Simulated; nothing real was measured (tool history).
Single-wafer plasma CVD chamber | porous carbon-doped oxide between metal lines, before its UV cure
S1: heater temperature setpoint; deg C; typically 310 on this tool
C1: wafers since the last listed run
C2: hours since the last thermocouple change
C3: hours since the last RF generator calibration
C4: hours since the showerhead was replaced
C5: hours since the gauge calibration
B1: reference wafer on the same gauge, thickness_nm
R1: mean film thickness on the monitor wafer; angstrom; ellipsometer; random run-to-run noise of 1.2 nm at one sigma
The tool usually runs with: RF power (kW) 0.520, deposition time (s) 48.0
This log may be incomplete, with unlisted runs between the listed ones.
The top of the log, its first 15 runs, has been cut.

{"hour": 792.5, "done": "thermocouple changed; heater temperature recalibrated"}
{"run": 16, "hour": 793.0, "S1": 310, "RF power (kW)": 0.575, "deposition time (s)": 52.6, "C1": 661, "C2": 0.5, "C3": 260.5, "C4": 8017.3, "C5": 1348.1, "B1": 232.167, "R1": 2650.61}
{"run": 17, "hour": 840.2, "S1": 310, "RF power (kW)": 0.52, "deposition time (s)": 48.0, "C1": 997, "C2": 47.7, "C3": 307.7, "C4": 8064.5, "C5": 1395.3, "B1": 232.086, "R1": 2324.24}
{"run": 18, "hour": 897.8, "S1": 319, "RF power (kW)": 0.555, "deposition time (s)": 40.7, "C1": 1216, "C2": 105.3, "C3": 365.3, "C4": 8122.1, "C5": 1452.9, "B1": 232.036, "R1": 1935.44}
{"hour": 947.7, "done": "gauge calibrated"}
{"run": 19, "hour": 963.7, "S1": 305, "RF power (kW)": 0.55, "deposition time (s)": 55.4, "C1": 1392, "C2": 171.2, "C3": 431.2, "C4": 8188.0, "C5": 16.0, "B1": 232.234, "R1": 2796.77}
{"run": 20, "hour": 1006.4, "S1": 310, "RF power (kW)": 0.52, "deposition time (s)": 48.0, "C1": 902, "C2": 213.9, "C3": 473.9, "C4": 8230.7, "C5": 58.7, "B1": 231.957, "R1": 2283.78}
{"hour": 1024.0, "done": "showerhead replaced, of another model than before"}
{"run": 21, "hour": 1045.4, "S1": 310, "RF power (kW)": 0.425, "deposition time (s)": 50.7, "C1": 654, "C2": 252.9, "C3": 512.9, "C4": 21.4, "C5": 97.7, "B1": 232.025, "R1": 2346.52}
{"run": 22, "hour": 1095.6, "S1": 310, "RF power (kW)": 0.52, "deposition time (s)": 48.0, "C1": 1060, "C2": 303.1, "C3": 563.1, "C4": 71.6, "C5": 147.9, "B1": 231.879, "R1": 2343.64}
{"run": 23, "hour": 1119.7, "S1": 310, "RF power (kW)": 0.52, "deposition time (s)": 48.0, "C1": 509, "C2": 327.2, "C3": 587.2, "C4": 95.7, "C5": 172.0, "B1": 231.663, "R1": 2313.45}
{"run": 24, "hour": 1178.4, "S1": 315, "RF power (kW)": 0.62, "deposition time (s)": 56.8, "C1": 1240, "C2": 385.9, "C3": 645.9, "C4": 154.4, "C5": 230.7, "B1": 232.093, "R1": 2800.45}
{"run": 25, "hour": 1263.3, "S1": 299, "RF power (kW)": 0.435, "deposition time (s)": 51.7, "C1": 1793, "C2": 470.8, "C3": 730.8, "C4": 239.3, "C5": 315.6, "B1": 231.806, "R1": 2534.51}
{"run": 26, "hour": 1303.6, "S1": 306, "RF power (kW)": 0.49, "deposition time (s)": 56.1, "C1": 851, "C2": 511.1, "C3": 771.1, "C4": 279.6, "C5": 355.9, "B1": 232.204, "R1": 2731.33}
{"hour": 1316.8, "done": "RF generator calibrated"}
{"run": 27, "hour": 1350.0, "S1": 310, "RF power (kW)": 0.52, "deposition time (s)": 55.3, "C1": 811, "C2": 557.5, "C3": 33.2, "C4": 326.0, "C5": 402.3, "B1": 231.983, "R1": 2703.69}
{"run": 28, "hour": 1383.6, "S1": 304, "RF power (kW)": 0.52, "deposition time (s)": 48.0, "C1": 709, "C2": 591.1, "C3": 66.8, "C4": 359.6, "C5": 435.9, "B1": 232.049, "R1": 2456.55}
{"run": 29, "hour": 1447.4, "S1": 299, "RF power (kW)": 0.46, "deposition time (s)": 56.7, "C1": 1347, "C2": 654.9, "C3": 130.6, "C4": 423.4, "C5": 499.7, "B1": 231.84, "R1": 2895.09}
{"run": 30, "hour": 1489.7, "S1": 310, "RF power (kW)": 0.57, "deposition time (s)": 55.1, "C1": 893, "C2": 697.2, "C3": 172.9, "C4": 465.7, "C5": 542.0, "B1": 232.09, "R1": 2768.11}
{"run": 31, "hour": 1549.3, "S1": 322, "RF power (kW)": 0.52, "deposition time (s)": 41.3, "C1": 1259, "C2": 756.8, "C3": 232.5, "C4": 525.3, "C5": 601.6, "B1": 231.965, "R1": 1882.43}
{"run": 32, "hour": 1620.3, "S1": 324, "RF power (kW)": 0.595, "deposition time (s)": 48.0, "C1": 1499, "C2": 827.8, "C3": 303.5, "C4": 596.3, "C5": 672.6, "B1": 231.995, "R1": 2246.81}
{"run": 33, "hour": 1754.9, "S1": 310, "RF power (kW)": 0.52, "deposition time (s)": 48.0, "C1": 2843, "C2": 962.4, "C3": 438.1, "C4": 730.9, "C5": 807.2, "B1": 232.069, "R1": 2338.75}

Branching from run 33: 4 alternative next runs. What would each branch give?
{"run": "A", "hour": 1755.3, "S1": 310, "RF power (kW)": 0.52, "deposition time (s)": 48.0, "C1": 8, "C2": 962.8, "C3": 438.5, "C4": 731.3, "C5": 807.6, "B1": "?", "R1": "?"}
{"run": "B", "hour": 1755.3, "S1": 316, "RF power (kW)": 0.52, "deposition time (s)": 55.0, "C1": 8, "C2": 962.8, "C3": 438.5, "C4": 731.3, "C5": 807.6, "B1": "?", "R1": "?"}
{"run": "C", "hour": 1755.3, "S1": 298, "RF power (kW)": 0.52, "deposition time (s)": 50.9, "C1": 8, "C2": 962.8, "C3": 438.5, "C4": 731.3, "C5": 807.6, "B1": "?", "R1": "?"}
{"run": "D", "hour": 1755.3, "S1": 310, "RF power (kW)": 0.445, "deposition time (s)": 39.0, "C1": 8, "C2": 962.8, "C3": 438.5, "C4": 731.3, "C5": 807.6, "B1": "?", "R1": "?"}

run=A B1=231.970 R1=2349.82
run=B B1=231.970 R1=2590.84
run=C B1=231.970 R1=2686.90
run=D B1=231.970 R1=1841.30
Without the tool's unlogged condition, the same runs would have read:
run=A R1=2397.00
run=B R1=2642.85
run=C R1=2740.85
run=D R1=1878.86
